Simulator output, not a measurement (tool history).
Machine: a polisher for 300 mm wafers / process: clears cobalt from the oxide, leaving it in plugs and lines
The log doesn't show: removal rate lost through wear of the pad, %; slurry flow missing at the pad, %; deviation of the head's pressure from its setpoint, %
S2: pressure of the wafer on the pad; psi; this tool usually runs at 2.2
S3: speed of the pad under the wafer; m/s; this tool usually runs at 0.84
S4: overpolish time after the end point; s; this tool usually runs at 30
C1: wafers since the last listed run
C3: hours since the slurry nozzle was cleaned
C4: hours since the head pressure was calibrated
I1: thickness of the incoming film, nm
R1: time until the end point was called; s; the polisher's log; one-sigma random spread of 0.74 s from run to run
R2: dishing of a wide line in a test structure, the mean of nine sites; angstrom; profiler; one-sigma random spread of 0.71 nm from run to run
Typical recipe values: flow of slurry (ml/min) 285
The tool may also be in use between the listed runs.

{"run": 1, "hour": 0.0, "flow of slurry (ml/min)": 285, "S2": 2.2, "S3": 0.84, "S4": 30, "C1": 0, "wafers polished on this pad": 720, "C3": 153.1, "C4": 841.2, "I1": 364.7, "R1": 85.1, "R2": 498}
{"run": 2, "hour": 53.7, "flow of slurry (ml/min)": 285, "S2": 2.2, "S3": 0.84, "S4": 30, "C1": 425, "wafers polished on this pad": 1145, "C3": 206.8, "C4": 894.9, "I1": 366.1, "R1": 87.8, "R2": 496}
{"run": 3, "hour": 73.1, "flow of slurry (ml/min)": 285, "S2": 2.2, "S3": 0.84, "S4": 30, "C1": 153, "wafers polished on this pad": 1299, "C3": 226.2, "C4": 914.3, "I1": 360.9, "R1": 88.6, "R2": 500}
{"hour": 75.1, "done": "slurry nozzle cleaned"}
{"hour": 78.1, "done": "worn pad replaced by a new one"}
{"run": 4, "hour": 100.6, "flow of slurry (ml/min)": 285, "S2": 2.2, "S3": 0.84, "S4": 30, "C1": 186, "wafers polished on this pad": 177, "C3": 25.5, "C4": 941.8, "I1": 360.4, "R1": 82.9, "R2": 501}
{"run": 5, "hour": 126.5, "flow of slurry (ml/min)": 285, "S2": 2.2, "S3": 0.94, "S4": 30, "C1": 204, "wafers polished on this pad": 382, "C3": 51.4, "C4": 967.7, "I1": 357.4, "R1": 73.4, "R2": 502}
{"run": 6, "hour": 146.9, "flow of slurry (ml/min)": 285, "S2": 2.2, "S3": 0.94, "S4": 30, "C1": 161, "wafers polished on this pad": 544, "C3": 71.8, "C4": 988.1, "I1": 358.5, "R1": 73.6, "R2": 515}
{"run": 7, "hour": 170.0, "flow of slurry (ml/min)": 285, "S2": 2.2, "S3": 0.84, "S4": 30, "C1": 182, "wafers polished on this pad": 727, "C3": 94.9, "C4": 1011.2, "I1": 360.8, "R1": 83.7, "R2": 507}
{"run": 8, "hour": 205.2, "flow of slurry (ml/min)": 285, "S2": 2.2, "S3": 0.84, "S4": 30, "C1": 278, "wafers polished on this pad": 1005, "C3": 130.1, "C4": 1046.4, "I1": 357.5, "R1": 84.4, "R2": 506}
{"run": 9, "hour": 238.1, "flow of slurry (ml/min)": 285, "S2": 2.2, "S3": 0.84, "S4": 30, "C1": 260, "wafers polished on this pad": 1266, "C3": 163, "C4": 1079.3, "I1": 359.8, "R1": 87.8, "R2": 496}
{"hour": 251.6, "done": "worn pad replaced by a new one"}
{"run": 10, "hour": 266.3, "flow of slurry (ml/min)": 285, "S2": 2.2, "S3": 0.74, "S4": 39, "C1": 191, "wafers polished on this pad": 116, "C3": 191.2, "C4": 1107.5, "I1": 357, "R1": 92.5, "R2": 513}
{"run": 11, "hour": 280.2, "flow of slurry (ml/min)": 285, "S2": 2.2, "S3": 0.74, "S4": 39, "C1": 110, "wafers polished on this pad": 226, "C3": 205.1, "C4": 1121.4, "I1": 361.9, "R1": 94, "R2": 515}
{"run": 12, "hour": 306.9, "flow of slurry (ml/min)": 285, "S2": 2.2, "S3": 0.84, "S4": 30, "C1": 211, "wafers polished on this pad": 438, "C3": 231.8, "C4": 1148.1, "I1": 363.3, "R1": 83.9, "R2": 488}
{"hour": 312.8, "done": "slurry nozzle cleaned"}
{"run": 13, "hour": 326.9, "flow of slurry (ml/min)": 285, "S2": 2.2, "S3": 0.84, "S4": 30, "C1": 150, "wafers polished on this pad": 588, "C3": 14.1, "C4": 1168.1, "I1": 366.5, "R1": 84.2, "R2": 502}
{"run": 14, "hour": 344.3, "flow of slurry (ml/min)": 285, "S2": 2.2, "S3": 0.84, "S4": 30, "C1": 137, "wafers polished on this pad": 726, "C3": 31.5, "C4": 1185.5, "I1": 362.3, "R1": 84.7, "R2": 498}
{"run": 15, "hour": 379.2, "flow of slurry (ml/min)": 285, "S2": 2.2, "S3": 0.84, "S4": 30, "C1": 276, "wafers polished on this pad": 1002, "C3": 66.4, "C4": 1220.4, "I1": 359.5, "R1": 85.4, "R2": 483}
{"run": 16, "hour": 394.4, "flow of slurry (ml/min)": 285, "S2": 2.2, "S3": 0.84, "S4": 30, "C1": 120, "wafers polished on this pad": 1122, "C3": 81.6, "C4": 1235.6, "I1": 361.5, "R1": 87.5, "R2": 504}
{"run": 17, "hour": 415.7, "flow of slurry (ml/min)": 285, "S2": 2.2, "S3": 0.84, "S4": 30, "C1": 168, "wafers polished on this pad": 1291, "C3": 102.9, "C4": 1256.9, "I1": 359.7, "R1": 88.8, "R2": 498}
{"run": 18, "hour": 434.2, "flow of slurry (ml/min)": 285, "S2": 2.2, "S3": 0.84, "S4": 30, "C1": 146, "wafers polished on this pad": 1437, "C3": 121.4, "C4": 1275.4, "I1": 361.7, "R1": 90.3, "R2": 491}
{"run": 19, "hour": 449.4, "flow of slurry (ml/min)": 245, "S2": 2.2, "S3": 1.04, "S4": 39, "C1": 120, "wafers polished on this pad": 1558, "C3": 136.6, "C4": 1290.6, "I1": 360.7, "R1": 74.6, "R2": 530}
{"hour": 466.6, "done": "worn pad replaced by a new one"}
{"run": 20, "hour": 467.1, "flow of slurry (ml/min)": 285, "S2": 2.4, "S3": 0.84, "S4": 30, "C1": 108, "wafers polished on this pad": 4, "C3": 154.3, "C4": 1308.3, "I1": 364.3, "R1": 79.1, "R2": 503}
{"run": 21, "hour": 475.8, "flow of slurry (ml/min)": 385, "S2": 2.2, "S3": 0.84, "S4": 30, "C1": 68, "wafers polished on this pad": 73, "C3": 163, "C4": 1317, "I1": 358, "R1": 80, "R2": 514}
{"run": 22, "hour": 493.2, "flow of slurry (ml/min)": 285, "S2": 2.2, "S3": 0.84, "S4": 30, "C1": 137, "wafers polished on this pad": 210, "C3": 180.4, "C4": 1334.4, "I1": 366.9, "R1": 83.3, "R2": 507}
{"hour": 533.6, "done": "slurry nozzle cleaned"}
{"hour": 553.0, "done": "head pressure recalibrated"}
{"run": 23, "hour": 555.4, "flow of slurry (ml/min)": 285, "S2": 2.2, "S3": 0.84, "S4": 30, "C1": 468, "wafers polished on this pad": 679, "C3": 21.8, "C4": 2.4, "I1": 364.1, "R1": 83.6, "R2": 487}
{"run": 24, "hour": 590.1, "flow of slurry (ml/min)": 380, "S2": 2.5, "S3": 0.7, "S4": 24, "C1": 274, "wafers polished on this pad": 953, "C3": 56.5, "C4": 37.1, "I1": 362.2, "R1": 93.4, "R2": 446}
{"run": 25, "hour": 606.7, "flow of slurry (ml/min)": 285, "S2": 2.5, "S3": 0.84, "S4": 42, "C1": 131, "wafers polished on this pad": 1085, "C3": 73.1, "C4": 53.7, "I1": 363.5, "R1": 80.7, "R2": 519}
{"run": 26, "hour": 621.7, "flow of slurry (ml/min)": 205, "S2": 2.2, "S3": 0.84, "S4": 30, "C1": 118, "wafers polished on this pad": 1204, "C3": 88.1, "C4": 68.7, "I1": 358.9, "R1": 88.7, "R2": 487}
{"hour": 639.2, "done": "worn pad replaced by a new one"}
{"run": 27, "hour": 656.6, "flow of slurry (ml/min)": 285, "S2": 2.2, "S3": 0.84, "S4": 21, "C1": 244, "wafers polished on this pad": 137, "C3": 123, "C4": 103.6, "I1": 363.1, "R1": 82.4, "R2": 444}
{"run": 28, "hour": 692.3, "flow of slurry (ml/min)": 285, "S2": 2.2, "S3": 0.84, "S4": 15, "C1": 282, "wafers polished on this pad": 420, "C3": 158.7, "C4": 139.3, "I1": 365.7, "R1": 84.4, "R2": 398}
{"run": 29, "hour": 708.4, "flow of slurry (ml/min)": 320, "S2": 1.8, "S3": 0.92, "S4": 43, "C1": 127, "wafers polished on this pad": 547, "C3": 174.8, "C4": 155.4, "I1": 357.3, "R1": 84.3, "R2": 518}
{"run": 30, "hour": 731.1, "flow of slurry (ml/min)": 235, "S2": 2.2, "S3": 0.68, "S4": 30, "C1": 179, "wafers polished on this pad": 727, "C3": 197.5, "C4": 178.1, "I1": 362.2, "R1": 104.2, "R2": 466}
{"run": 31, "hour": 758.2, "flow of slurry (ml/min)": 285, "S2": 1.8, "S3": 0.84, "S4": 30, "C1": 214, "wafers polished on this pad": 942, "C3": 224.6, "C4": 205.2, "I1": 358.1, "R1": 95.7, "R2": 481}
{"hour": 787.7, "done": "slurry nozzle cleaned"}
{"run": 32, "hour": 789.4, "flow of slurry (ml/min)": 195, "S2": 2.2, "S3": 0.74, "S4": 16, "C1": 239, "wafers polished on this pad": 1181, "C3": 1.7, "C4": 236.4, "I1": 357.2, "R1": 100, "R2": 369}
{"hour": 817.6, "done": "worn pad replaced by a new one"}
{"run": 33, "hour": 891.7, "flow of slurry (ml/min)": 285, "S2": 2.2, "S3": 0.84, "S4": 22, "C1": 778, "wafers polished on this pad": 586, "C3": 104, "C4": 338.7, "I1": 353.7, "R1": 81.3, "R2": 465}
{"run": 34, "hour": 903.8, "flow of slurry (ml/min)": 285, "S2": 2.2, "S3": 0.84, "S4": 30, "C1": 95, "wafers polished on this pad": 682, "C3": 116.1, "C4": 350.8, "I1": 361.2, "R1": 84.5, "R2": 493}

What if the next run were any one of these 4? Each begins from the tool's condition after run 34:
{"run": "A", "hour": 904.3, "flow of slurry (ml/min)": 285, "S2": 2.2, "S3": 1.02, "S4": 30, "C1": 3, "wafers polished on this pad": 686, "C3": 116.6, "C4": 351.3, "I1": 355.3, "R1": "?", "R2": "?"}
{"run": "B", "hour": 904.3, "flow of slurry (ml/min)": 285, "S2": 1.6, "S3": 1.08, "S4": 15, "C1": 3, "wafers polished on this pad": 686, "C3": 116.6, "C4": 351.3, "I1": 355.3, "R1": "?", "R2": "?"}
{"run": "C", "hour": 904.3, "flow of slurry (ml/min)": 285, "S2": 1.6, "S3": 0.62, "S4": 30, "C1": 3, "wafers polished on this pad": 686, "C3": 116.6, "C4": 351.3, "I1": 355.3, "R1": "?", "R2": "?"}
{"run": "D", "hour": 904.3, "flow of slurry (ml/min)": 285, "S2": 2.2, "S3": 0.84, "S4": 36, "C1": 3, "wafers polished on this pad": 686, "C3": 116.6, "C4": 351.3, "I1": 355.3, "R1": "?", "R2": "?"}

run=A R1=69.3 R2=499
run=B R1=78.4 R2=392
run=C R1=133.6 R2=423
run=D R1=83.6 R2=500
The same runs, with their run-to-run variation unchanged, on a tool lacking any hidden condition would have given:
run=A R1=67.9 R2=500
run=B R1=76.8 R2=396
run=C R1=130.9 R2=427
run=D R1=81.9 R2=501

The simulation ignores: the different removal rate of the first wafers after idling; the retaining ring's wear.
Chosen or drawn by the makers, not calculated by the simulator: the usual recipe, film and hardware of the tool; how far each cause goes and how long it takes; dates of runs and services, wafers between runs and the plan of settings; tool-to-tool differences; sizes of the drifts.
